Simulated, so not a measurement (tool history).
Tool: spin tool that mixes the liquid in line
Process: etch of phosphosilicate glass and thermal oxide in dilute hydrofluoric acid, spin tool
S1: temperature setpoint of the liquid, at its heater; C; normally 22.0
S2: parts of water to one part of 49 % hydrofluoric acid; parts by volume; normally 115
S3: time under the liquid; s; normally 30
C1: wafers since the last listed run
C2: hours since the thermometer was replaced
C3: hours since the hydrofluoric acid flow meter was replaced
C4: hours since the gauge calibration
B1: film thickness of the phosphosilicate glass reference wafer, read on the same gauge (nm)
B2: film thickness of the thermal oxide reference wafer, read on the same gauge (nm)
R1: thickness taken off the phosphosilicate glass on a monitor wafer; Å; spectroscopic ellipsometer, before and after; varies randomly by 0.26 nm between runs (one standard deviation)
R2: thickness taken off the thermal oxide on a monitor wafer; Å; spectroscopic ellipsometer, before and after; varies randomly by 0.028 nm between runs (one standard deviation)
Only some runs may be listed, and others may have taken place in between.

run 1 hour=0.0 | S1=22.0 S2=115 S3=30 | C1=0 C2=2659.1 C3=2093.6 C4=1522.9 | B1=80.02 B2=30.015 | R1=318.8 R2=10.25
run 2 hour=47.4 | S1=22.0 S2=115 S3=30 | C1=727 C2=2706.5 C3=2141.0 C4=1570.3 | B1=80.00 B2=29.984 | R1=316.6 R2=10.37
-- hour=52.0 hydrofluoric acid flow meter replaced
run 3 hour=82.9 | S1=22.0 S2=115 S3=30 | C1=529 C2=2742.0 C3=30.9 C4=1605.8 | B1=79.98 B2=29.983 | R1=314.8 R2=10.62
run 4 hour=119.0 | S1=21.0 S2=80 S3=30 | C1=554 C2=2778.1 C3=67.0 C4=1641.9 | B1=80.00 B2=29.994 | R1=449.8 R2=14.12
run 5 hour=175.5 | S1=22.0 S2=115 S3=30 | C1=867 C2=2834.6 C3=123.5 C4=1698.4 | B1=80.01 B2=29.980 | R1=320.0 R2=9.90
-- hour=190.4 thermometer replaced
run 6 hour=204.5 | S1=17.5 S2=100 S3=15 | C1=429 C2=14.1 C3=152.5 C4=1727.4 | B1=80.00 B2=29.992 | R1=166.2 R2=5.37
-- hour=223.6 gauge calibrated
run 7 hour=231.2 | S1=17.5 S2=90 S3=20 | C1=409 C2=40.8 C3=179.2 C4=7.6 | B1=80.01 B2=30.003 | R1=249.3 R2=8.16
run 8 hour=260.0 | S1=17.5 S2=100 S3=15 | C1=442 C2=69.6 C3=208.0 C4=36.4 | B1=79.99 B2=30.005 | R1=166.7 R2=5.32
run 9 hour=324.2 | S1=22.0 S2=115 S3=15 | C1=985 C2=133.8 C3=272.2 C4=100.6 | B1=80.03 B2=29.998 | R1=170.9 R2=5.65
run 10 hour=393.9 | S1=22.0 S2=130 S3=30 | C1=1070 C2=203.5 C3=341.9 C4=170.3 | B1=80.03 B2=30.011 | R1=295.4 R2=9.92
run 11 hour=448.2 | S1=22.0 S2=115 S3=30 | C1=833 C2=257.8 C3=396.2 C4=224.6 | B1=80.02 B2=29.994 | R1=340.5 R2=10.95
run 12 hour=517.9 | S1=22.0 S2=145 S3=15 | C1=1070 C2=327.5 C3=465.9 C4=294.3 | B1=80.01 B2=30.004 | R1=132.3 R2=4.14
run 13 hour=551.4 | S1=17.0 S2=140 S3=30 | C1=514 C2=361.0 C3=499.4 C4=327.8 | B1=79.99 B2=29.993 | R1=221.5 R2=7.31
run 14 hour=608.2 | S1=17.5 S2=95 S3=45 | C1=871 C2=417.8 C3=556.2 C4=384.6 | B1=80.00 B2=30.019 | R1=524.1 R2=16.64
run 15 hour=661.3 | S1=20.0 S2=145 S3=30 | C1=815 C2=470.9 C3=609.3 C4=437.7 | B1=79.97 B2=30.010 | R1=235.8 R2=7.44
run 16 hour=691.1 | S1=22.0 S2=150 S3=15 | C1=457 C2=500.7 C3=639.1 C4=467.5 | B1=79.99 B2=30.004 | R1=124.2 R2=4.12
run 17 hour=734.2 | S1=19.5 S2=70 S3=30 | C1=661 C2=543.8 C3=682.2 C4=510.6 | B1=80.05 B2=30.006 | R1=530.8 R2=16.87
run 18 hour=764.9 | S1=22.0 S2=115 S3=30 | C1=471 C2=574.5 C3=712.9 C4=541.3 | B1=79.99 B2=30.003 | R1=337.5 R2=11.36
run 19 hour=821.9 | S1=24.0 S2=170 S3=35 | C1=875 C2=631.5 C3=769.9 C4=598.3 | B1=79.98 B2=29.970 | R1=272.3 R2=8.66
run 20 hour=858.4 | S1=18.0 S2=115 S3=40 | C1=560 C2=668.0 C3=806.4 C4=634.8 | B1=79.99 B2=30.019 | R1=375.6 R2=11.89
run 21 hour=893.8 | S1=19.0 S2=115 S3=30 | C1=543 C2=703.4 C3=841.8 C4=670.2 | B1=79.97 B2=29.993 | R1=294.2 R2=10.00
run 22 hour=937.9 | S1=22.0 S2=115 S3=30 | C1=677 C2=747.5 C3=885.9 C4=714.3 | B1=80.00 B2=30.010 | R1=330.4 R2=11.10
run 23 hour=982.6 | S1=22.0 S2=85 S3=30 | C1=686 C2=792.2 C3=930.6 C4=759.0 | B1=80.00 B2=29.995 | R1=464.5 R2=14.70
run 24 hour=1026.4 | S1=20.5 S2=155 S3=30 | C1=672 C2=836.0 C3=974.4 C4=802.8 | B1=79.99 B2=30.008 | R1=223.7 R2=7.28
run 25 hour=1086.5 | S1=22.0 S2=115 S3=30 | C1=922 C2=896.1 C3=1034.5 C4=862.9 | B1=80.02 B2=29.981 | R1=335.1 R2=10.88
run 26 hour=1113.0 | S1=26.5 S2=115 S3=30 | C1=406 C2=922.6 C3=1061.0 C4=889.4 | B1=79.98 B2=29.998 | R1=399.8 R2=13.51
run 27 hour=1167.6 | S1=22.0 S2=115 S3=30 | C1=838 C2=977.2 C3=1115.6 C4=944.0 | B1=79.97 B2=29.994 | R1=331.1 R2=10.75

Predict each of these 3 candidate next runs independently; none follows another, all start after run 27:
run A hour=1168.0 | S1=22.0 S2=115 S3=50 | C1=6 C2=977.6 C3=1116.0 C4=944.4 | B1=? B2=? | R1=? R2=?
run B hour=1168.0 | S1=26.0 S2=175 S3=45 | C1=6 C2=977.6 C3=1116.0 C4=944.4 | B1=? B2=? | R1=? R2=?
run C hour=1168.0 | S1=22.0 S2=115 S3=45 | C1=6 C2=977.6 C3=1116.0 C4=944.4 | B1=? B2=? | R1=? R2=?

run=A B1=80.01 B2=29.994 R1=551.8 R2=18.03
run=B B1=80.01 B2=29.994 R1=356.4 R2=11.65
run=C B1=80.01 B2=29.994 R1=496.6 R2=16.23
With the hidden condition removed and each run's random variation left untouched, the same runs would have given:
run=A R1=579.0 R2=18.92
run=B R1=372.6 R2=12.17
run=C R1=521.1 R2=17.03
